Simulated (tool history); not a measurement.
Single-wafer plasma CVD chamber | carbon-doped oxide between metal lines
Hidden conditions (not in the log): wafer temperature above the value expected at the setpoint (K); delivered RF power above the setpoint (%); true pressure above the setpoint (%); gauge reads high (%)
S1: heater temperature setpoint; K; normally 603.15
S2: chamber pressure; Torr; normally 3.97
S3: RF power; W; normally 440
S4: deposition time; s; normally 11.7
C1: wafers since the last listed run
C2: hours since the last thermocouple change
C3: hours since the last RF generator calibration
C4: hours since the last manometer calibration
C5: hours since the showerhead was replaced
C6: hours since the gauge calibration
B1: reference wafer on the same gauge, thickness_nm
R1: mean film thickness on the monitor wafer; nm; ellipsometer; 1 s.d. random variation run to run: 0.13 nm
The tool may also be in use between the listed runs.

run 1 hour=0 | S1=596.15 S2=3.97 S3=440 S4=11.7 | C1=0 C2=1721.3 C3=645.6 C4=1384.5 C5=4510.2 C6=383.9 | B1=67.742 | R1=58.152
run 2 hour=38.4 | S1=596.15 S2=3.97 S3=440 S4=11.7 | C1=1147 C2=1759.7 C3=684 C4=1422.9 C5=4548.6 C6=422.3 | B1=67.56 | R1=58.118
run 3 hour=102.8 | S1=611.15 S2=3.97 S3=440 S4=11.7 | C1=1925 C2=1824.1 C3=748.4 C4=1487.3 C5=4613 C6=486.7 | B1=67.295 | R1=54.813
run 4 hour=174 | S1=611.15 S2=3.97 S3=440 S4=11.7 | C1=2128 C2=1895.3 C3=819.6 C4=1558.5 C5=4684.2 C6=557.9 | B1=66.977 | R1=54.233
-- hour=221.3 showerhead replaced
run 5 hour=232.5 | S1=611.15 S2=3.97 S3=440 S4=11.7 | C1=1509 C2=1953.8 C3=878.1 C4=1617 C5=11.2 C6=616.4 | B1=66.673 | R1=53.971
-- hour=236.2 gauge calibrated
run 6 hour=277.8 | S1=607.15 S2=3.97 S3=440 S4=11.7 | C1=1354 C2=1999.1 C3=923.4 C4=1662.3 C5=56.5 C6=41.6 | B1=68.553 | R1=56.543
run 7 hour=325.1 | S1=607.15 S2=3.97 S3=440 S4=11.7 | C1=1414 C2=2046.4 C3=970.7 C4=1709.6 C5=103.8 C6=88.9 | B1=68.5 | R1=56.627
-- hour=397.6 RF generator calibrated
run 8 hour=398.1 | S1=603.15 S2=3.42 S3=440 S4=10.2 | C1=1943 C2=2119.4 C3=0.5 C4=1782.6 C5=176.8 C6=161.9 | B1=68.468 | R1=48.699
-- hour=406.9 thermocouple changed; heater temperature recalibrated
run 9 hour=422.6 | S1=596.15 S2=3.97 S3=440 S4=11.7 | C1=493 C2=15.7 C3=25 C4=1807.1 C5=201.3 C6=186.4 | B1=68.4 | R1=59.013
run 10 hour=457.8 | S1=603.15 S2=3.97 S3=440 S4=11.7 | C1=1052 C2=50.9 C3=60.2 C4=1842.3 C5=236.5 C6=221.6 | B1=68.339 | R1=57.498
-- hour=467.1 capacitance manometer re-zeroed and calibrated
run 11 hour=514.4 | S1=617.15 S2=3.97 S3=510 S4=11.7 | C1=1452 C2=107.5 C3=116.8 C4=47.3 C5=293.1 C6=278.2 | B1=68.242 | R1=59.814
run 12 hour=550.4 | S1=614.15 S2=3.97 S3=510 S4=10.6 | C1=1076 C2=143.5 C3=152.8 C4=83.3 C5=329.1 C6=314.2 | B1=68.151 | R1=54.604
run 13 hour=612.7 | S1=603.15 S2=3.2 S3=440 S4=9.5 | C1=1862 C2=205.8 C3=215.1 C4=145.6 C5=391.4 C6=376.5 | B1=67.949 | R1=44.86
run 14 hour=650.7 | S1=603.15 S2=4.72 S3=440 S4=13.1 | C1=1135 C2=243.8 C3=253.1 C4=183.6 C5=429.4 C6=414.5 | B1=67.801 | R1=65.501

Pick out some run-to-run changes in R1. Of each, how much would a tool without hidden state show as well, from the settings, what came in and chance, and how much is left for the hidden state and any gauge scatter not in both results compared?
Run 5 -> 6: S1 611.15 -> 607.15, gauge calibrated. R1 +2.572 nm: hidden state +1.529, all else +1.043.
Run 13 -> 14: S2 3.2 -> 4.72, S4 9.5 -> 13.1. R1 +20.641 nm: hidden state -0.328, all else +20.969.
